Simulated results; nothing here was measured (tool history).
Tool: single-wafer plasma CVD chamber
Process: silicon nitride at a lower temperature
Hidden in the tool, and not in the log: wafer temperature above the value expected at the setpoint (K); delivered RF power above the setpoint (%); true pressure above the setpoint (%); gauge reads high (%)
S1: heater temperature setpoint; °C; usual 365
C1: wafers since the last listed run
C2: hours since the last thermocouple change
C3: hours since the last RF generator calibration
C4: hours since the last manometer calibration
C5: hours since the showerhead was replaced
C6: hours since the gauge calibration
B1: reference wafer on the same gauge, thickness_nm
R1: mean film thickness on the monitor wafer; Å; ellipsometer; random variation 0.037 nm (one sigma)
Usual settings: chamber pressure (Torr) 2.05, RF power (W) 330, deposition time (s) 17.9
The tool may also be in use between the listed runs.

Run 1, day 0.000: usual settings but chamber pressure (Torr) 1.79; C1 0; C2 1180.6; C3 1490.4; C4 2267.9; C5 2973.4; C6 239.3; B1 28.723. Result: R1 231.05 Å.
Run 2, day 1.196: usual settings; C1 672; C2 1209.3; C3 1519.1; C4 2296.6; C5 3002.1; C6 268.0; B1 28.724. Result: R1 235.55 Å.
Run 3, day 1.775: usual settings; C1 325; C2 1223.2; C3 1533.0; C4 2310.5; C5 3016.0; C6 281.9; B1 28.719. Result: R1 235.12 Å.
Run 4, day 3.058: usual settings; C1 721; C2 1254.0; C3 1563.8; C4 2341.3; C5 3046.8; C6 312.7; B1 28.686. Result: R1 235.18 Å.
Run 5, day 3.929: usual settings; C1 489; C2 1274.9; C3 1584.7; C4 2362.2; C5 3067.7; C6 333.6; B1 28.707. Result: R1 234.57 Å.
Run 6, day 4.979: usual settings; C1 590; C2 1300.1; C3 1609.9; C4 2387.4; C5 3092.9; C6 358.8; B1 28.704. Result: R1 235.08 Å.
Run 7, day 5.500: usual settings but chamber pressure (Torr) 1.80, deposition time (s) 17.0; C1 292; C2 1312.6; C3 1622.4; C4 2399.9; C5 3105.4; C6 371.3; B1 28.698. Result: R1 219.28 Å.
Run 8, day 6.658: usual settings but chamber pressure (Torr) 1.80, deposition time (s) 17.0; C1 651; C2 1340.4; C3 1650.2; C4 2427.7; C5 3133.2; C6 399.1; B1 28.692. Result: R1 219.50 Å.
Run 9, day 7.992: usual settings but chamber pressure (Torr) 1.80, deposition time (s) 17.0; C1 749; C2 1372.4; C3 1682.2; C4 2459.7; C5 3165.2; C6 431.1; B1 28.713. Result: R1 219.34 Å.
At day 8.546: capacitance manometer re-zeroed and calibrated.
At day 8.992: thermocouple changed; heater temperature recalibrated.
Run 10, day 9.042: usual settings; C1 215; C2 1.2; C3 1707.4; C4 11.9; C5 3190.4; C6 456.3; B1 28.691. Result: R1 235.16 Å.
At day 9.508: gauge calibrated.
At day 9.938: RF generator calibrated.
At day 10.171: showerhead replaced.
Run 11, day 10.192: usual settings; C1 328; C2 28.8; C3 6.1; C4 39.5; C5 0.5; C6 16.4; B1 28.693. Result: R1 245.65 Å.
Run 12, day 10.858: usual settings; C1 374; C2 44.8; C3 22.1; C4 55.5; C5 16.5; C6 32.4; B1 28.703. Result: R1 244.79 Å.
Run 13, day 12.200: usual settings but S1 374 °C, chamber pressure (Torr) 1.61, deposition time (s) 19.1; C1 754; C2 77.0; C3 54.3; C4 87.7; C5 48.7; C6 64.6; B1 28.693. Result: R1 251.42 Å.
Run 14, day 12.788: usual settings but S1 375 °C, RF power (W) 365, deposition time (s) 21.1; C1 330; C2 91.1; C3 68.4; C4 101.8; C5 62.8; C6 78.7; B1 28.696. Result: R1 304.12 Å.
Run 15, day 14.008: usual settings; C1 686; C2 120.4; C3 97.7; C4 131.1; C5 92.1; C6 108.0; B1 28.699. Result: R1 243.90 Å.
Run 16, day 14.579: usual settings; C1 321; C2 134.1; C3 111.4; C4 144.8; C5 105.8; C6 121.7; B1 28.705. Result: R1 244.58 Å.
Run 17, day 15.796: usual settings; C1 684; C2 163.3; C3 140.6; C4 174.0; C5 135.0; C6 150.9; B1 28.705. Result: R1 243.51 Å.
Run 18, day 16.754: usual settings; C1 538; C2 186.3; C3 163.6; C4 197.0; C5 158.0; C6 173.9; B1 28.691. Result: R1 243.73 Å.
Run 19, day 17.529: usual settings but S1 360 °C, deposition time (s) 20.9; C1 435; C2 204.9; C3 182.2; C4 215.6; C5 176.6; C6 192.5; B1 28.705. Result: R1 284.89 Å.
Run 20, day 18.354: usual settings but chamber pressure (Torr) 2.23; C1 463; C2 224.7; C3 202.0; C4 235.4; C5 196.4; C6 212.3; B1 28.696. Result: R1 245.36 Å.
Run 21, day 19.838: usual settings but S1 379 °C; C1 834; C2 260.3; C3 237.6; C4 271.0; C5 232.0; C6 247.9; B1 28.679. Result: R1 240.86 Å.
Run 22, day 20.746: usual settings but RF power (W) 395, deposition time (s) 16.8; C1 510; C2 282.1; C3 259.4; C4 292.8; C5 253.8; C6 269.7; B1 28.715. Result: R1 250.32 Å.
Run 23, day 22.183: usual settings but RF power (W) 380; C1 808; C2 316.6; C3 293.9; C4 327.3; C5 288.3; C6 304.2; B1 28.677. Result: R1 260.49 Å.
Run 24, day 23.446: usual settings but RF power (W) 385, deposition time (s) 19.1; C1 710; C2 346.9; C3 324.2; C4 357.6; C5 318.6; C6 334.5; B1 28.707. Result: R1 279.32 Å.

What the log doesn't show, run by run:
wafer temperature above the value expected at the setpoint (K): 0 in every run
true pressure above the setpoint (%): 0 in every run
gauge reads high (%): 0 in every run
H1: delivered RF power above the setpoint (%)
run      H1
  1   -8.54
  2   -8.57
  3   -8.59
  4   -8.63
  5   -8.65
  6   -8.68
  7   -8.69
  8   -8.72
  9   -8.76
 10   -8.78
 11  -0.997
 12    -1.2
 13   -1.59
 14   -1.76
 15   -2.09
 16   -2.24
 17   -2.55
 18   -2.78
 19   -2.97
 20   -3.16
 21   -3.48
 22   -3.68
 23   -3.97
 24   -4.21
